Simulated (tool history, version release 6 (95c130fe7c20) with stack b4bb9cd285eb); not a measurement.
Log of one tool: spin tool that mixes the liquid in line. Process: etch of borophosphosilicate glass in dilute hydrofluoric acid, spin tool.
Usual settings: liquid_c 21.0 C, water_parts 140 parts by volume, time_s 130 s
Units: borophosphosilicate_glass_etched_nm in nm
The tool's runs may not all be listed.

run,hour,liquid_c,water_parts,time_s,"read-back film thickness of the borophosphosilicate glass reference wafer, read on the same gauge (nm)",borophosphosilicate_glass_etched_nm
1,0.0,21.0,140,130,89.99,46.04
2,92.6,21.0,140,130,90.01,46.70
3,156.8,21.0,140,130,89.96,46.64
# hour 167.1: thermometer replaced
4,238.6,21.0,140,85,89.99,29.47
5,315.6,21.0,140,85,89.97,29.63
6,387.0,21.0,140,130,89.99,44.92
7,445.0,21.0,140,130,90.00,44.99
8,502.8,21.0,140,130,90.06,46.01
9,555.7,21.0,140,130,90.05,45.32
10,856.3,21.0,140,130,89.99,46.88
11,903.3,21.0,140,130,89.94,46.15
# hour 935.9: thermometer replaced
12,954.5,21.0,110,85,89.98,38.42
# hour 999.3: hydrofluoric acid flow meter replaced
13,1043.0,26.0,190,130,90.01,37.81
# hour 1232.9: gauge calibrated
14,1340.4,21.0,140,130,90.03,45.56
15,1406.4,17.0,105,150,90.00,61.44
16,1474.9,23.5,85,155,90.00,107.35
17,1560.3,21.0,140,130,89.93,45.44
# hour 1629.4: thermometer replaced
18,1664.5,21.0,140,130,90.04,44.23
19,1731.5,21.0,120,70,89.97,28.88
20,1816.2,21.0,140,130,90.00,44.93
21,1903.0,21.0,140,60,90.00,20.49
22,1951.5,23.0,140,130,89.98,49.38
23,2003.0,23.0,170,190,89.99,57.36
24,2059.1,21.0,140,170,89.97,59.43
25,2139.4,21.0,140,130,90.01,45.85

The same runs without the tool's hidden state, with the same run-to-run variation:
The hidden state here: liquid hotter than its thermometer reads (K); hydrofluoric acid flow above the setpoint (%); gauge reads high (%).
run,borophosphosilicate_glass_etched_nm
1,43.88
2,44.18
3,43.90
4,29.17
5,29.15
6,43.95
7,43.82
8,44.59
9,43.76
10,44.21
11,43.35
12,37.99
13,37.18
14,43.72
15,58.45
16,101.83
17,42.85
18,43.99
19,28.56
20,44.13
21,20.00
22,48.02
23,55.60
24,57.29
25,43.92

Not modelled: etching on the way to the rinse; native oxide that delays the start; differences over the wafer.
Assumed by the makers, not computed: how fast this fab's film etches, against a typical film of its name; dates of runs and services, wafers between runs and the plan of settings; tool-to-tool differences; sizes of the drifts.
